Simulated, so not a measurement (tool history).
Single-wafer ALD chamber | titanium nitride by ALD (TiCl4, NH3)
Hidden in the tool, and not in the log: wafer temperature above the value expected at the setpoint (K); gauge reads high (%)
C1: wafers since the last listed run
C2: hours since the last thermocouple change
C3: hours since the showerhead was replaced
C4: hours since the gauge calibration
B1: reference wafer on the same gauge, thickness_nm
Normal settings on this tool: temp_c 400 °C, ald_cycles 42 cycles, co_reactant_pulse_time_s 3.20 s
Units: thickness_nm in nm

Run 1, hour 0.0: usual settings; C1 0; C2 291.0; C3 4255.5; C4 605.6; B1 1.045. Result: thickness_nm 0.996 nm.
Run 2, hour 48.8: usual settings; C1 157; C2 339.8; C3 4304.3; C4 654.4; B1 1.046. Result: thickness_nm 0.998 nm.
Run 3, hour 87.7: usual settings; C1 125; C2 378.7; C3 4343.2; C4 693.3; B1 1.046. Result: thickness_nm 0.995 nm.
Run 4, hour 125.8: usual settings; C1 122; C2 416.8; C3 4381.3; C4 731.4; B1 1.047. Result: thickness_nm 1.000 nm.
Run 5, hour 168.7: usual settings; C1 138; C2 459.7; C3 4424.2; C4 774.3; B1 1.048. Result: thickness_nm 0.999 nm.
Run 6, hour 372.6: usual settings but temp_c 412 °C; C1 658; C2 663.6; C3 4628.1; C4 978.2; B1 1.049. Result: thickness_nm 1.005 nm.
Run 7, hour 402.2: usual settings but ald_cycles 48 cycles; C1 95; C2 693.2; C3 4657.7; C4 1007.8; B1 1.050. Result: thickness_nm 1.143 nm.
Run 8, hour 490.5: usual settings but ald_cycles 48 cycles; C1 284; C2 781.5; C3 4746.0; C4 1096.1; B1 1.050. Result: thickness_nm 1.149 nm.
Run 9, hour 527.2: usual settings but ald_cycles 48 cycles; C1 118; C2 818.2; C3 4782.7; C4 1132.8; B1 1.050. Result: thickness_nm 1.149 nm.
At hour 571.6: showerhead replaced.
Run 10, hour 588.6: usual settings but temp_c 404 °C, ald_cycles 44 cycles; C1 172; C2 879.6; C3 17.0; C4 1194.2; B1 1.050. Result: thickness_nm 1.050 nm.
Run 11, hour 646.9: usual settings; C1 188; C2 937.9; C3 75.3; C4 1252.5; B1 1.050. Result: thickness_nm 1.005 nm.
Run 12, hour 684.5: usual settings but ald_cycles 46 cycles; C1 121; C2 975.5; C3 112.9; C4 1290.1; B1 1.051. Result: thickness_nm 1.103 nm.
Run 13, hour 724.1: usual settings; C1 127; C2 1015.1; C3 152.5; C4 1329.7; B1 1.051. Result: thickness_nm 1.005 nm.
At hour 774.1: gauge calibrated.
Run 14, hour 778.0: usual settings; C1 173; C2 1069.0; C3 206.4; C4 3.9; B1 1.024. Result: thickness_nm 0.982 nm.
At hour 804.8: thermocouple changed; heater temperature recalibrated.
Run 15, hour 839.1: usual settings but co_reactant_pulse_time_s 2.79 s; C1 171; C2 34.3; C3 267.5; C4 65.0; B1 1.027. Result: thickness_nm 0.975 nm.
Run 16, hour 876.9: usual settings but ald_cycles 47 cycles; C1 121; C2 72.1; C3 305.3; C4 102.8; B1 1.029. Result: thickness_nm 1.098 nm.
Run 17, hour 916.6: usual settings but co_reactant_pulse_time_s 3.72 s; C1 128; C2 111.8; C3 345.0; C4 142.5; B1 1.031. Result: thickness_nm 0.988 nm.
Run 18, hour 964.7: usual settings but co_reactant_pulse_time_s 2.38 s; C1 155; C2 159.9; C3 393.1; C4 190.6; B1 1.033. Result: thickness_nm 0.974 nm.
Run 19, hour 1017.9: usual settings but temp_c 386 °C, ald_cycles 50 cycles; C1 171; C2 213.1; C3 446.3; C4 243.8; B1 1.035. Result: thickness_nm 1.168 nm.
Run 20, hour 1077.6: usual settings but temp_c 386 °C, ald_cycles 46 cycles, co_reactant_pulse_time_s 4.28 s; C1 192; C2 272.8; C3 506.0; C4 303.5; B1 1.037. Result: thickness_nm 1.096 nm.
Run 21, hour 1123.7: usual settings but temp_c 406 °C, co_reactant_pulse_time_s 3.81 s; C1 148; C2 318.9; C3 552.1; C4 349.6; B1 1.038. Result: thickness_nm 1.001 nm.
Run 22, hour 1175.2: usual settings but temp_c 415 °C, ald_cycles 50 cycles; C1 166; C2 370.4; C3 603.6; C4 401.1; B1 1.041. Result: thickness_nm 1.183 nm.

4 ways to go on from here, each from the tool as it stands after run 22. What would each give?
Run A, hour 1175.7: usual settings but temp_c 392 °C; C1 1; C2 370.9; C3 604.1; C4 401.6; B1 ?. Result: thickness_nm ?.
Run B, hour 1175.7: usual settings but temp_c 394 °C, ald_cycles 49 cycles; C1 1; C2 370.9; C3 604.1; C4 401.6; B1 ?. Result: thickness_nm ?.
Run C, hour 1175.7: usual settings but temp_c 393 °C; C1 1; C2 370.9; C3 604.1; C4 401.6; B1 ?. Result: thickness_nm ?.
Run D, hour 1175.7: usual settings but temp_c 389 °C; C1 1; C2 370.9; C3 604.1; C4 401.6; B1 ?. Result: thickness_nm ?.

run     B1  thickness_nm
  A  1.041         0.991
  B  1.041         1.158
  C  1.041         0.992
  D  1.041         0.989
With no hidden state in the tool, these same runs would have given:
run  thickness_nm
  A         0.974
  B         1.137
  C         0.974
  D         0.972
